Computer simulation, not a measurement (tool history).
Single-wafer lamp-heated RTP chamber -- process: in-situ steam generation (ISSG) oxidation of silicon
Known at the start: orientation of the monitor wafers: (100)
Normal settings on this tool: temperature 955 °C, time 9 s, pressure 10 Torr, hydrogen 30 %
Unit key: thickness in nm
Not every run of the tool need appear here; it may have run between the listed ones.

run	hour	temperature	time	pressure	hydrogen	read-back reference wafer on the same gauge, thickness	thickness
1	0	946	9	10	30	3.421	3.375
2	83.8	946	9	10	30	3.417	3.37
3	179.1	955	9	10	30	3.415	3.454
4	224.1	955	9	10	30	3.418	3.466
5	295.3	955	9	10	30	3.423	3.473
6	477.7	955	9	10	30	3.42	3.419
7	524.5	955	9	8.9	30	3.419	3.497
8	592	955	9	8.9	30	3.42	3.493
9	629.7	955	9	10	30	3.416	3.413
10	666.8	955	9	10	32	3.419	3.482
11	756.5	955	9	10	30	3.422	3.423
12	828.9	955	9	10	30	3.424	3.421
13	908.2	967	6	9.3	30	3.419	3.111
14	985.8	955	9	10	30	3.421	3.448
15	1050.5	944	9	10	32	3.415	3.423
16	1120.5	946	9	10	23	3.419	3.148
17	1180.1	955	9	10	30	3.422	3.413
18	1465.9	967	11	10.2	27	3.423	3.682
19	1511.6	955	9	8.5	21	3.42	3.237
20	1589.4	955	9	8.6	30	3.417	3.561
21	1684.5	955	10	10	30	3.421	3.613

Put back what was entered between runs (5 entries, withheld): which listed runs does each sit between, and how does the hidden state differ from the listed run before to the listed run after?
Run 5 -> run 6: pyrometer window cleaned and pyrometer calibrated (hour 477.2)
  true wafer temperature minus pyrometer reading, K: 6.47 -> 0.0134
  measured minus no-state result, thickness: +0.05 -> +0 nm
Run 12 -> run 13: gauge calibrated (hour 859.3)
  true wafer temperature minus pyrometer reading, K: 2.37 -> 3.56
  measured minus no-state result, thickness: +0.018 -> +0.022 nm
Run 15 -> run 16: hydrogen flow controller replaced (hour 1065.8); pyrometer window cleaned and pyrometer calibrated (hour 1114.4)
  true wafer temperature minus pyrometer reading, K: 6.28 -> 0.201
  measured minus no-state result, thickness: +0.044 -> +0.001 nm
Run 17 -> run 18: pressure gauge zeroed (hour 1328.2)
  true wafer temperature minus pyrometer reading, K: 0.282 -> 2.56
  measured minus no-state result, thickness: +0.002 -> +0.025 nm

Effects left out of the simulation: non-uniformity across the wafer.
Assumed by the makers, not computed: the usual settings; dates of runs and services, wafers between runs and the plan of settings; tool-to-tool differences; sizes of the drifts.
